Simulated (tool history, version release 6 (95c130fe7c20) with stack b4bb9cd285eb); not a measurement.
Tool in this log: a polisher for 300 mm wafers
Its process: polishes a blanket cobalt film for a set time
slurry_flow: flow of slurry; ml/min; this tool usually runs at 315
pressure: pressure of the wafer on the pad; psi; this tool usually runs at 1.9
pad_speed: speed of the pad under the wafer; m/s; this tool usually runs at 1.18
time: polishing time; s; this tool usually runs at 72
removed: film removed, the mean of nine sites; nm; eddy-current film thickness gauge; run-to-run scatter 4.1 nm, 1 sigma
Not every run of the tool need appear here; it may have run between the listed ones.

run	hour	slurry_flow	pressure	pad_speed	time	wafers since the last listed run	wafers polished on this pad	hours since the slurry nozzle was cleaned	hours since the head pressure was calibrated	incoming thickness of the incoming film, nm	removed
1	0.0	315	1.9	1.18	72	0	959	8.3	720.5	1250.0	323.9
2	51.7	315	1.9	1.18	72	352	1311	60.0	772.2	1231.8	324.6
3	78.5	315	1.9	1.18	72	182	1494	86.8	799.0	1213.9	325.4
4	130.2	315	1.9	1.18	72	352	1847	138.5	850.7	1210.8	321.1
5	180.5	315	1.9	1.18	72	342	2189	188.8	901.0	1235.0	319.5
# hour 200.1: worn pad replaced by a new one
# hour 205.1: head pressure recalibrated
6	228.6	315	1.9	1.18	72	286	180	236.9	23.5	1223.9	324.9
# hour 257.0: slurry nozzle cleaned
7	282.5	265	1.9	1.18	72	360	541	25.5	77.4	1241.0	330.7
8	317.8	265	1.9	1.18	72	240	781	60.8	112.7	1234.2	322.9
9	389.5	315	1.7	1.18	78	488	1270	132.5	184.4	1226.7	315.5
10	435.6	315	1.7	1.18	78	314	1584	178.6	230.5	1221.7	317.8
11	490.0	315	1.7	1.18	78	370	1955	233.0	284.9	1255.0	311.5
12	530.3	315	1.9	1.18	72	274	2230	273.3	325.2	1223.3	319.7
# hour 541.3: worn pad replaced by a new one
# hour 564.8: slurry nozzle cleaned
13	591.3	380	1.9	1.18	72	381	333	26.5	386.2	1214.7	296.8
14	679.4	380	1.9	1.18	72	600	934	114.6	474.3	1231.3	295.9
15	712.5	315	1.9	1.18	72	225	1160	147.7	507.4	1230.4	292.9
# hour 750.3: worn pad replaced by a new one, repeated, since the last time left the tool worse
16	768.6	315	1.9	1.18	63	355	124	203.8	563.5	1235.1	293.2
17	795.5	315	1.9	1.18	72	183	308	230.7	590.4	1232.7	337.4
18	849.8	315	1.9	1.18	72	370	678	285.0	644.7	1237.4	328.0
# hour 876.3: slurry nozzle cleaned
19	877.0	315	1.9	0.94	62	178	856	0.7	671.9	1247.1	246.9
20	938.6	315	1.9	1.18	72	419	1276	62.3	733.5	1216.8	325.5
21	976.5	315	1.9	1.18	72	258	1535	100.2	771.4	1225.8	332.4
22	1044.6	315	1.9	1.18	72	464	1999	168.3	839.5	1231.0	319.6
# hour 1061.3: worn pad replaced by a new one
23	1086.8	315	1.9	1.18	72	260	174	210.5	881.7	1216.1	338.6
# hour 1130.5: slurry nozzle cleaned
24	1139.3	315	1.9	1.48	72	351	525	8.8	934.2	1254.4	394.1
# hour 1141.7: head pressure recalibrated
25	1275.8	315	1.9	1.30	53	916	1442	145.3	134.1	1247.1	250.2
26	1309.2	315	2.2	1.18	72	227	1669	178.7	167.5	1235.8	365.6
27	1336.9	315	1.9	1.18	86	188	1858	206.4	195.2	1214.1	385.5
28	1381.4	260	1.5	0.76	52	303	2161	250.9	239.7	1232.7	137.4
# hour 1399.8: worn pad replaced by a new one
29	1410.3	400	2.5	0.82	58	169	71	279.8	268.6	1244.9	295.4
# hour 1441.1: slurry nozzle cleaned
30	1449.4	315	2.1	1.18	72	259	331	8.3	307.7	1222.9	368.7
31	1493.1	250	2.4	0.80	83	297	629	52.0	351.4	1245.1	381.1

Here are 3 independent what-if runs from the current tool condition. What would each one return?
A	1493.5	315	1.6	1.18	72	2	631	52.4	351.8	1242.8	?
B	1493.5	235	1.9	0.76	52	2	631	52.4	351.8	1242.8	?
C	1493.5	315	1.7	1.18	72	2	631	52.4	351.8	1242.8	?

run	removed
A	277.6
B	181.2
C	294.9
What these runs would have given with no unlogged condition in the tool:
run	removed
A	283.6
B	185.1
C	301.3
